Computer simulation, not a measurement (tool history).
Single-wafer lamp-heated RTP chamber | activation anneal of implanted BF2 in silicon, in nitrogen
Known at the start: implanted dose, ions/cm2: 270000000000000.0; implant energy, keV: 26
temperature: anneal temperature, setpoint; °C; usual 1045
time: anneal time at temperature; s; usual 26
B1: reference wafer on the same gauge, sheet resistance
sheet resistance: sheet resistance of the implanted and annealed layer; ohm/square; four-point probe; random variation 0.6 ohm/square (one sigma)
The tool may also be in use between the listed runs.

run 1 hour=0 | temperature=1067 time=26 | B1=431.83 | sheet_resistance=396.17
run 2 hour=16.9 | temperature=1067 time=32 | B1=431.86 | sheet_resistance=393.59
run 3 hour=37.3 | temperature=1067 time=32 | B1=432.16 | sheet_resistance=393
run 4 hour=63.7 | temperature=1067 time=32 | B1=432.07 | sheet_resistance=393.4
run 5 hour=83.3 | temperature=1068 time=31 | B1=432.23 | sheet_resistance=393.64
run 6 hour=117.5 | temperature=1068 time=31 | B1=432.5 | sheet_resistance=393.84
run 7 hour=143.1 | temperature=1045 time=34 | B1=432.65 | sheet_resistance=398.02
run 8 hour=163.7 | temperature=1045 time=34 | B1=432.84 | sheet_resistance=398.12
-- hour=190.7 reflector plate cleaned
run 9 hour=191.2 | temperature=1045 time=34 | B1=433.06 | sheet_resistance=397.89
run 10 hour=207.3 | temperature=1052 time=26 | B1=433.19 | sheet_resistance=399.8
run 11 hour=219.5 | temperature=1075 time=36 | B1=433.18 | sheet_resistance=391.12
-- hour=263.9 pyrometer window cleaned and pyrometer calibrated
run 12 hour=293.3 | temperature=1068 time=37 | B1=434.04 | sheet_resistance=392.86
run 13 hour=325.6 | temperature=1034 time=15 | B1=434.5 | sheet_resistance=407.33
run 14 hour=356.1 | temperature=1056 time=41 | B1=434.98 | sheet_resistance=394.57
-- hour=368.7 gauge calibrated
run 15 hour=375.1 | temperature=1025 time=19 | B1=432.53 | sheet_resistance=406.62
run 16 hour=398.2 | temperature=1018 time=35 | B1=432.44 | sheet_resistance=402.54
run 17 hour=426.9 | temperature=1064 time=19 | B1=432.56 | sheet_resistance=400.69
run 18 hour=439.3 | temperature=1067 time=32 | B1=432.69 | sheet_resistance=393.67
run 19 hour=486.1 | temperature=1045 time=40 | B1=432.93 | sheet_resistance=396.3
run 20 hour=518.1 | temperature=1067 time=32 | B1=432.81 | sheet_resistance=394.01
run 21 hour=533.4 | temperature=1062 time=40 | B1=432.89 | sheet_resistance=392.54

Forecast each of these 5 alternatives for the next run:
run A hour=533.8 | temperature=1023 time=26 | B1=? | sheet_resistance=?
run B hour=533.8 | temperature=1022 time=33 | B1=? | sheet_resistance=?
run C hour=533.8 | temperature=1028 time=16 | B1=? | sheet_resistance=?
run D hour=533.8 | temperature=1023 time=35 | B1=? | sheet_resistance=?
run E hour=533.8 | temperature=1056 time=21 | B1=? | sheet_resistance=?

run=A B1=432.8 sheet_resistance=404
run=B B1=432.8 sheet_resistance=402.34
run=C B1=432.8 sheet_resistance=406.57
run=D B1=432.8 sheet_resistance=401.72
run=E B1=432.8 sheet_resistance=401.29
Without the tool's hidden state the same runs would have given:
run=A sheet_resistance=403.14
run=B sheet_resistance=401.48
run=C sheet_resistance=405.7
run=D sheet_resistance=400.86
run=E sheet_resistance=400.43
